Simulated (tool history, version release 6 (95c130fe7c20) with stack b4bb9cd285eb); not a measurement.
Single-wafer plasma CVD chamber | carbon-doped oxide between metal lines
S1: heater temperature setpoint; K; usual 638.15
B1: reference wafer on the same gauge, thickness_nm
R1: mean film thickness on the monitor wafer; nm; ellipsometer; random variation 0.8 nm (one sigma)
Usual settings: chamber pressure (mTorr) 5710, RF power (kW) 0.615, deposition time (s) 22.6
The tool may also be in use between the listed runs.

Run 1, hour 0: usual settings; B1 150.987. Result: R1 129.933 nm.
Run 2, hour 68.8: usual settings but chamber pressure (mTorr) 6010; B1 150.992. Result: R1 131.061 nm.
Run 3, hour 174.5: usual settings but S1 627.15 K, chamber pressure (mTorr) 5070; B1 150.926. Result: R1 131.617 nm.
Run 4, hour 238.8: usual settings but RF power (kW) 0.55; B1 151.095. Result: R1 119.658 nm.
Run 5, hour 302.5: usual settings but RF power (kW) 0.55; B1 150.892. Result: R1 120.286 nm.
Run 6, hour 345: usual settings but RF power (kW) 0.55; B1 150.86. Result: R1 120.972 nm.
At hour 366.2: thermocouple changed; heater temperature recalibrated.
At hour 369.1: RF generator calibrated.
Run 7, hour 373.6: usual settings; B1 150.943. Result: R1 125.994 nm.
Run 8, hour 405.3: usual settings; B1 150.973. Result: R1 125.38 nm.
Run 9, hour 470: usual settings; B1 150.914. Result: R1 124.832 nm.
At hour 474.2: gauge calibrated.
At hour 479.2: capacitance manometer re-zeroed and calibrated.
Run 10, hour 516.1: usual settings; B1 150.89. Result: R1 124.178 nm.
At hour 566.6: RF generator calibrated, repeated, since the last time left the tool worse.
Run 11, hour 574.2: usual settings; B1 150.971. Result: R1 133.742 nm.
Run 12, hour 609.2: usual settings but S1 627.15 K, chamber pressure (mTorr) 5070; B1 151.076. Result: R1 134.238 nm.
Run 13, hour 676.8: usual settings but RF power (kW) 0.51; B1 151.027. Result: R1 115.77 nm.
Run 14, hour 702.4: usual settings but S1 650.15 K, RF power (kW) 0.66; B1 151.18. Result: R1 136.578 nm.
Run 15, hour 742.4: usual settings but S1 649.15 K; B1 151.18. Result: R1 129.167 nm.
Run 16, hour 775.6: usual settings but S1 627.15 K, chamber pressure (mTorr) 6560, RF power (kW) 0.525, deposition time (s) 18.5; B1 150.995. Result: R1 100.654 nm.
Run 17, hour 800.3: usual settings but chamber pressure (mTorr) 6010; B1 151.145. Result: R1 133.556 nm.
At hour 837.9: showerhead replaced.
Run 18, hour 847.8: usual settings but S1 650.15 K; B1 150.957. Result: R1 127.411 nm.
Run 19, hour 905.3: usual settings but S1 650.15 K, RF power (kW) 0.725, deposition time (s) 24.9; B1 151.045. Result: R1 157.306 nm.
Run 20, hour 948.5: usual settings but S1 623.15 K, RF power (kW) 0.525, deposition time (s) 25.5; B1 150.763. Result: R1 136.162 nm.
Run 21, hour 1012.3: usual settings but RF power (kW) 0.69; B1 150.904. Result: R1 141.451 nm.
Run 22, hour 1046.2: usual settings but S1 646.15 K, chamber pressure (mTorr) 6390, deposition time (s) 25.9; B1 151.025. Result: R1 149.547 nm.
Run 23, hour 1102.5: usual settings but S1 652.15 K, chamber pressure (mTorr) 7120; B1 151.075. Result: R1 130.127 nm.

Forecast each of these 3 alternatives for the next run:
Run A, hour 1102.9: usual settings; B1 ?. Result: R1 ?.
Run B, hour 1102.9: usual settings but S1 631.15 K, chamber pressure (mTorr) 4980; B1 ?. Result: R1 ?.
Run C, hour 1102.9: usual settings but chamber pressure (mTorr) 6740, deposition time (s) 18.5; B1 ?. Result: R1 ?.

run       B1       R1
  A  150.986  131.393
  B  150.986  130.466
  C  150.986  109.875
Without the tool's hidden state the same runs would have given:
run       R1
  A  135.357
  B  134.402
  C  113.189
